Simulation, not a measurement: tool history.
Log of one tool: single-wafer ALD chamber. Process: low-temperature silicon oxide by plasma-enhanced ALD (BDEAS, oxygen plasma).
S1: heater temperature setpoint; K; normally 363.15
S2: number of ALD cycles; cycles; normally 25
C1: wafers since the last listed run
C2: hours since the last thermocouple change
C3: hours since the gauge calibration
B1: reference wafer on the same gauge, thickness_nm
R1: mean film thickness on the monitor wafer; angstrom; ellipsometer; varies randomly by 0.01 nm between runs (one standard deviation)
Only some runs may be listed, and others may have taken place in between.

run	hour	S1	S2	C1	C2	C3	B1	R1
1	0	363.15	25	0	1804.2	602.5	3.271	41.15
2	35.7	363.15	25	301	1839.9	638.2	3.269	41.02
3	64.6	363.15	25	244	1868.8	667.1	3.27	41.06
4	97.4	363.15	25	277	1901.6	699.9	3.27	41.12
5	117	363.15	25	165	1921.2	719.5	3.272	41.05
6	142.1	363.15	25	212	1946.3	744.6	3.269	41.12
7	174.3	363.15	25	272	1978.5	776.8	3.271	41
8	209.9	363.15	25	300	2014.1	812.4	3.27	40.85
9	227.4	363.15	25	147	2031.6	829.9	3.271	41.17
10	257.4	363.15	25	253	2061.6	859.9	3.272	40.98
11	273.1	363.15	25	132	2077.3	875.6	3.27	41
12	308.5	363.15	25	299	2112.7	911	3.268	41.21
# hour 339: thermocouple changed; heater temperature recalibrated
13	339.5	363.15	25	194	0.5	942	3.269	40.07
14	344.6	363.15	25	43	5.6	947.1	3.271	40.02
15	375.9	363.15	25	264	36.9	978.4	3.269	40.14
16	402.6	363.15	25	225	63.6	1005.1	3.269	39.95
17	433.7	363.15	29	262	94.7	1036.2	3.268	46.55
# hour 439.2: gauge calibrated
18	460.3	367.15	22	224	121.3	21.1	3.269	34.81
19	481.2	370.15	25	176	142.2	42	3.269	39.13
20	508.9	356.15	27	234	169.9	69.7	3.273	44.57
21	586.8	375.15	27	658	247.8	147.6	3.27	41.69
22	614	363.15	28	229	275	174.8	3.269	45.07
23	690.1	352.15	24	643	351.1	250.9	3.273	40.28
24	719.7	363.15	25	250	380.7	280.5	3.269	40.18
25	754.6	363.15	27	294	415.6	315.4	3.271	43.47
26	775.8	363.15	25	179	436.8	336.6	3.27	40.37
27	796.1	349.15	23	171	457.1	356.9	3.27	39.02
28	815.1	352.15	21	160	476.1	375.9	3.269	35.19

The next listed run, before its measurement:
29	834.5	372.15	26	163	495.5	395.3	?	?

{"run 29": {"B1": 3.271, "R1": 40.55}}
Were there no unlogged condition in the tool, this run, its random variation unchanged, would have produced R1 40.51 angstrom.
